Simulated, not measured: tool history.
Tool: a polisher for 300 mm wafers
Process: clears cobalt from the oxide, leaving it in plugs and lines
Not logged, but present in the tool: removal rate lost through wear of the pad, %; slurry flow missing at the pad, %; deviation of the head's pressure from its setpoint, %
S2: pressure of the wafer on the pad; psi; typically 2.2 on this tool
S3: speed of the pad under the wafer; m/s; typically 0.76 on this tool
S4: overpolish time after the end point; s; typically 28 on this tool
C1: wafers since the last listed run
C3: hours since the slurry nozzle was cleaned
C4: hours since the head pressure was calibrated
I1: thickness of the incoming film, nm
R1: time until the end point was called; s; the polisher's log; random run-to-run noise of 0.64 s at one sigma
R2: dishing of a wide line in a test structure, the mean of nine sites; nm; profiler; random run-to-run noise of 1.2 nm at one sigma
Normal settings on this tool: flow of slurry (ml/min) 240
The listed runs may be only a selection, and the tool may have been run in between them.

{"run": 1, "hour": 0.0, "flow of slurry (ml/min)": 240, "S2": 2.2, "S3": 0.76, "S4": 28, "C1": 0, "wafers polished on this pad": 5076, "C3": 519.0, "C4": 385.8, "I1": 152.4, "R1": 43.8, "R2": 61.5}
{"hour": 13.5, "done": "worn pad replaced by a new one"}
{"hour": 19.3, "done": "slurry nozzle cleaned"}
{"run": 2, "hour": 28.1, "flow of slurry (ml/min)": 240, "S2": 2.2, "S3": 0.76, "S4": 28, "C1": 267, "wafers polished on this pad": 157, "C3": 8.8, "C4": 413.9, "I1": 147.5, "R1": 39.1, "R2": 62.3}
{"run": 3, "hour": 56.8, "flow of slurry (ml/min)": 240, "S2": 2.2, "S3": 0.76, "S4": 28, "C1": 331, "wafers polished on this pad": 489, "C3": 37.5, "C4": 442.6, "I1": 150.4, "R1": 39.4, "R2": 65.7}
{"run": 4, "hour": 106.5, "flow of slurry (ml/min)": 240, "S2": 2.2, "S3": 0.76, "S4": 28, "C1": 574, "wafers polished on this pad": 1064, "C3": 87.2, "C4": 492.3, "I1": 149.9, "R1": 38.8, "R2": 64.1}
{"run": 5, "hour": 148.2, "flow of slurry (ml/min)": 240, "S2": 2.2, "S3": 0.76, "S4": 28, "C1": 482, "wafers polished on this pad": 1546, "C3": 128.9, "C4": 534.0, "I1": 148.9, "R1": 40.3, "R2": 65.9}
{"run": 6, "hour": 195.0, "flow of slurry (ml/min)": 240, "S2": 2.2, "S3": 0.76, "S4": 28, "C1": 540, "wafers polished on this pad": 2087, "C3": 175.7, "C4": 580.8, "I1": 153.4, "R1": 42.1, "R2": 65.3}
{"run": 7, "hour": 243.5, "flow of slurry (ml/min)": 240, "S2": 2.2, "S3": 0.76, "S4": 28, "C1": 560, "wafers polished on this pad": 2647, "C3": 224.2, "C4": 629.3, "I1": 148.8, "R1": 39.5, "R2": 63.8}
{"hour": 359.0, "done": "head pressure recalibrated"}
{"run": 8, "hour": 380.3, "flow of slurry (ml/min)": 240, "S2": 2.2, "S3": 0.76, "S4": 28, "C1": 1558, "wafers polished on this pad": 4205, "C3": 361.0, "C4": 21.3, "I1": 150.2, "R1": 42.5, "R2": 62.0}
{"hour": 446.5, "done": "slurry nozzle cleaned"}
{"run": 9, "hour": 447.2, "flow of slurry (ml/min)": 240, "S2": 2.2, "S3": 0.76, "S4": 28, "C1": 761, "wafers polished on this pad": 4967, "C3": 0.7, "C4": 88.2, "I1": 149.0, "R1": 44.1, "R2": 60.9}
{"run": 10, "hour": 506.4, "flow of slurry (ml/min)": 240, "S2": 2.2, "S3": 0.76, "S4": 28, "C1": 684, "wafers polished on this pad": 5652, "C3": 59.9, "C4": 147.4, "I1": 151.2, "R1": 46.3, "R2": 59.2}
{"hour": 518.0, "done": "worn pad replaced by a new one"}
{"run": 11, "hour": 535.9, "flow of slurry (ml/min)": 240, "S2": 2.2, "S3": 0.76, "S4": 28, "C1": 294, "wafers polished on this pad": 206, "C3": 89.4, "C4": 176.9, "I1": 148.4, "R1": 38.5, "R2": 64.9}
{"run": 12, "hour": 560.3, "flow of slurry (ml/min)": 240, "S2": 2.2, "S3": 0.76, "S4": 28, "C1": 282, "wafers polished on this pad": 488, "C3": 113.8, "C4": 201.3, "I1": 148.6, "R1": 39.4, "R2": 63.3}
{"run": 13, "hour": 617.3, "flow of slurry (ml/min)": 190, "S2": 1.7, "S3": 0.66, "S4": 23, "C1": 658, "wafers polished on this pad": 1147, "C3": 170.8, "C4": 258.3, "I1": 149.4, "R1": 57.9, "R2": 47.8}
{"run": 14, "hour": 664.8, "flow of slurry (ml/min)": 240, "S2": 2.2, "S3": 0.76, "S4": 22, "C1": 549, "wafers polished on this pad": 1696, "C3": 218.3, "C4": 305.8, "I1": 151.8, "R1": 40.6, "R2": 58.5}
{"run": 15, "hour": 692.5, "flow of slurry (ml/min)": 240, "S2": 2.2, "S3": 0.76, "S4": 28, "C1": 320, "wafers polished on this pad": 2016, "C3": 246.0, "C4": 333.5, "I1": 151.7, "R1": 41.2, "R2": 61.9}
{"run": 16, "hour": 751.6, "flow of slurry (ml/min)": 240, "S2": 2.9, "S3": 0.76, "S4": 15, "C1": 683, "wafers polished on this pad": 2699, "C3": 305.1, "C4": 392.6, "I1": 150.5, "R1": 31.2, "R2": 55.0}
{"run": 17, "hour": 874.0, "flow of slurry (ml/min)": 190, "S2": 1.8, "S3": 0.76, "S4": 19, "C1": 1414, "wafers polished on this pad": 4114, "C3": 427.5, "C4": 515.0, "I1": 152.4, "R1": 54.3, "R2": 44.4}
{"run": 18, "hour": 938.1, "flow of slurry (ml/min)": 205, "S2": 3.0, "S3": 0.76, "S4": 28, "C1": 740, "wafers polished on this pad": 4855, "C3": 491.6, "C4": 579.1, "I1": 151.8, "R1": 32.7, "R2": 70.8}
{"hour": 962.3, "done": "slurry nozzle cleaned"}
{"run": 19, "hour": 970.2, "flow of slurry (ml/min)": 240, "S2": 2.2, "S3": 0.76, "S4": 28, "C1": 359, "wafers polished on this pad": 5215, "C3": 7.9, "C4": 611.2, "I1": 147.5, "R1": 43.7, "R2": 59.8}
{"run": 20, "hour": 999.4, "flow of slurry (ml/min)": 295, "S2": 2.5, "S3": 0.76, "S4": 14, "C1": 337, "wafers polished on this pad": 5552, "C3": 37.1, "C4": 640.4, "I1": 151.2, "R1": 39.0, "R2": 44.0}
{"hour": 1025.2, "done": "head pressure recalibrated"}
{"hour": 1027.7, "done": "worn pad replaced by a new one"}
{"run": 21, "hour": 1034.1, "flow of slurry (ml/min)": 170, "S2": 2.2, "S3": 1.02, "S4": 11, "C1": 349, "wafers polished on this pad": 74, "C3": 71.8, "C4": 8.9, "I1": 148.8, "R1": 33.0, "R2": 41.3}
{"run": 22, "hour": 1090.0, "flow of slurry (ml/min)": 285, "S2": 2.5, "S3": 0.9, "S4": 40, "C1": 646, "wafers polished on this pad": 720, "C3": 127.7, "C4": 64.8, "I1": 149.9, "R1": 29.1, "R2": 75.4}
{"run": 23, "hour": 1133.6, "flow of slurry (ml/min)": 195, "S2": 2.0, "S3": 0.88, "S4": 18, "C1": 504, "wafers polished on this pad": 1224, "C3": 171.3, "C4": 108.4, "I1": 150.2, "R1": 40.5, "R2": 48.7}
{"run": 24, "hour": 1203.9, "flow of slurry (ml/min)": 240, "S2": 2.2, "S3": 0.76, "S4": 28, "C1": 812, "wafers polished on this pad": 2037, "C3": 241.6, "C4": 178.7, "I1": 147.5, "R1": 39.3, "R2": 62.8}
{"run": 25, "hour": 1236.3, "flow of slurry (ml/min)": 240, "S2": 2.2, "S3": 0.76, "S4": 28, "C1": 374, "wafers polished on this pad": 2411, "C3": 274.0, "C4": 211.1, "I1": 151.2, "R1": 41.4, "R2": 64.9}
{"run": 26, "hour": 1268.4, "flow of slurry (ml/min)": 280, "S2": 2.2, "S3": 0.76, "S4": 28, "C1": 371, "wafers polished on this pad": 2782, "C3": 306.1, "C4": 243.2, "I1": 150.8, "R1": 41.3, "R2": 63.7}
{"run": 27, "hour": 1321.6, "flow of slurry (ml/min)": 240, "S2": 2.2, "S3": 0.76, "S4": 40, "C1": 614, "wafers polished on this pad": 3397, "C3": 359.3, "C4": 296.4, "I1": 150.0, "R1": 43.0, "R2": 70.8}
{"run": 28, "hour": 1383.4, "flow of slurry (ml/min)": 240, "S2": 1.6, "S3": 0.62, "S4": 28, "C1": 714, "wafers polished on this pad": 4112, "C3": 421.1, "C4": 358.2, "I1": 151.0, "R1": 72.1, "R2": 47.2}
{"run": 29, "hour": 1452.0, "flow of slurry (ml/min)": 240, "S2": 2.2, "S3": 0.52, "S4": 28, "C1": 792, "wafers polished on this pad": 4905, "C3": 489.7, "C4": 426.8, "I1": 151.5, "R1": 59.7, "R2": 53.3}
{"hour": 1481.6, "done": "slurry nozzle cleaned"}
{"run": 30, "hour": 1511.1, "flow of slurry (ml/min)": 240, "S2": 2.2, "S3": 0.98, "S4": 28, "C1": 671, "wafers polished on this pad": 5576, "C3": 29.5, "C4": 485.9, "I1": 147.4, "R1": 37.5, "R2": 65.6}
{"hour": 1542.2, "done": "worn pad replaced by a new one"}
{"run": 31, "hour": 1542.9, "flow of slurry (ml/min)": 240, "S2": 2.2, "S3": 0.94, "S4": 28, "C1": 321, "wafers polished on this pad": 7, "C3": 61.3, "C4": 517.7, "I1": 147.3, "R1": 32.9, "R2": 69.9}
{"run": 32, "hour": 1591.1, "flow of slurry (ml/min)": 240, "S2": 2.5, "S3": 0.76, "S4": 28, "C1": 557, "wafers polished on this pad": 564, "C3": 109.5, "C4": 565.9, "I1": 148.7, "R1": 34.6, "R2": 68.1}
{"run": 33, "hour": 1625.1, "flow of slurry (ml/min)": 240, "S2": 2.2, "S3": 0.66, "S4": 28, "C1": 393, "wafers polished on this pad": 957, "C3": 143.5, "C4": 599.9, "I1": 152.3, "R1": 45.5, "R2": 60.4}
{"hour": 1649.8, "done": "head pressure recalibrated"}
{"run": 34, "hour": 1758.3, "flow of slurry (ml/min)": 240, "S2": 2.2, "S3": 0.76, "S4": 28, "C1": 1516, "wafers polished on this pad": 2474, "C3": 276.7, "C4": 108.5, "I1": 152.3, "R1": 41.8, "R2": 64.1}

A few steps of R1 between consecutive runs. Split each: what settings, incoming material and random variation would produce without the hidden state, and what is left over for the hidden state, along with gauge scatter present in only one of the two compared results (measured, and without hidden state):
Run 1 -> 2: worn pad replaced by a new one, slurry nozzle cleaned. R1 -4.7 s: hidden state -4.6, all else -0.1.
Run 10 -> 11: worn pad replaced by a new one. R1 -7.8 s: hidden state -7.2, all else -0.6.
Run 16 -> 17: flow of slurry (ml/min) 240 -> 190, S2 2.9 -> 1.8, S4 15 -> 19. R1 +23.1 s: hidden state +3.0, all else +20.1.
Run 27 -> 28: S2 2.2 -> 1.6, S3 0.76 -> 0.62, S4 40 -> 28. R1 +29.1 s: hidden state +3.9, all else +25.2.
Run 29 -> 30: S3 0.52 -> 0.98, slurry nozzle cleaned. R1 -22.2 s: hidden state -1.8, all else -20.4.
Run 30 -> 31: S3 0.98 -> 0.94, worn pad replaced by a new one. R1 -4.6 s: hidden state -5.8, all else +1.2.
